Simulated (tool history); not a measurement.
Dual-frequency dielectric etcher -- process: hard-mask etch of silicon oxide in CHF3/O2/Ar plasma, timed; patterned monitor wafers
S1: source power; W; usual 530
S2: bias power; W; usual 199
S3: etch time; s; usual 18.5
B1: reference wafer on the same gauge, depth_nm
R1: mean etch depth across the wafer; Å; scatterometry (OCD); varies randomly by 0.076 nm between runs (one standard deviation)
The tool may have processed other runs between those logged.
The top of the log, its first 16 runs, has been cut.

{"run": 17, "hour": 226.0, "S1": 530, "S2": 199, "S3": 18.5, "B1": 32.91, "R1": 342.3}
{"hour": 235.3, "done": "source power generator calibrated"}
{"run": 18, "hour": 236.4, "S1": 530, "S2": 199, "S3": 14.5, "B1": 32.9, "R1": 268.8}
{"hour": 241.7, "done": "gauge calibrated"}
{"run": 19, "hour": 254.3, "S1": 530, "S2": 241, "S3": 18.5, "B1": 32.88, "R1": 396.2}
{"run": 20, "hour": 271.0, "S1": 600, "S2": 167, "S3": 15.5, "B1": 32.9, "R1": 274.0}
{"run": 21, "hour": 284.2, "S1": 530, "S2": 199, "S3": 23.0, "B1": 32.89, "R1": 425.5}
{"run": 22, "hour": 301.5, "S1": 650, "S2": 160, "S3": 21.0, "B1": 32.91, "R1": 379.0}
{"run": 23, "hour": 317.0, "S1": 530, "S2": 199, "S3": 18.5, "B1": 32.91, "R1": 340.9}
{"run": 24, "hour": 327.1, "S1": 630, "S2": 235, "S3": 14.5, "B1": 32.89, "R1": 350.9}
{"run": 25, "hour": 344.4, "S1": 530, "S2": 199, "S3": 14.5, "B1": 32.91, "R1": 267.8}
{"run": 26, "hour": 355.8, "S1": 470, "S2": 199, "S3": 18.5, "B1": 32.91, "R1": 300.4}
{"run": 27, "hour": 371.3, "S1": 440, "S2": 158, "S3": 18.5, "B1": 32.89, "R1": 222.5}
{"run": 28, "hour": 384.9, "S1": 480, "S2": 232, "S3": 13.0, "B1": 32.91, "R1": 244.6}
{"run": 29, "hour": 398.7, "S1": 610, "S2": 242, "S3": 15.5, "B1": 32.91, "R1": 371.7}
{"run": 30, "hour": 414.8, "S1": 470, "S2": 199, "S3": 16.0, "B1": 32.89, "R1": 261.0}

Consider 4 possible next runs. They are alternatives, not a sequence: every one starts from the tool as it was left by run 30. What does each give?
{"run": "A", "hour": 415.2, "S1": 530, "S2": 224, "S3": 18.5, "B1": "?", "R1": "?"}
{"run": "B", "hour": 415.2, "S1": 580, "S2": 199, "S3": 18.5, "B1": "?", "R1": "?"}
{"run": "C", "hour": 415.2, "S1": 470, "S2": 199, "S3": 20.0, "B1": "?", "R1": "?"}
{"run": "D", "hour": 415.2, "S1": 630, "S2": 170, "S3": 21.5, "B1": "?", "R1": "?"}

run=A B1=32.89 R1=373.2
run=B B1=32.89 R1=368.8
run=C B1=32.89 R1=325.5
run=D B1=32.89 R1=400.2
The same runs, with their run-to-run variation unchanged, on a tool lacking any hidden condition would have given:
run=A R1=376.8
run=B R1=372.4
run=C R1=328.7
run=D R1=404.1
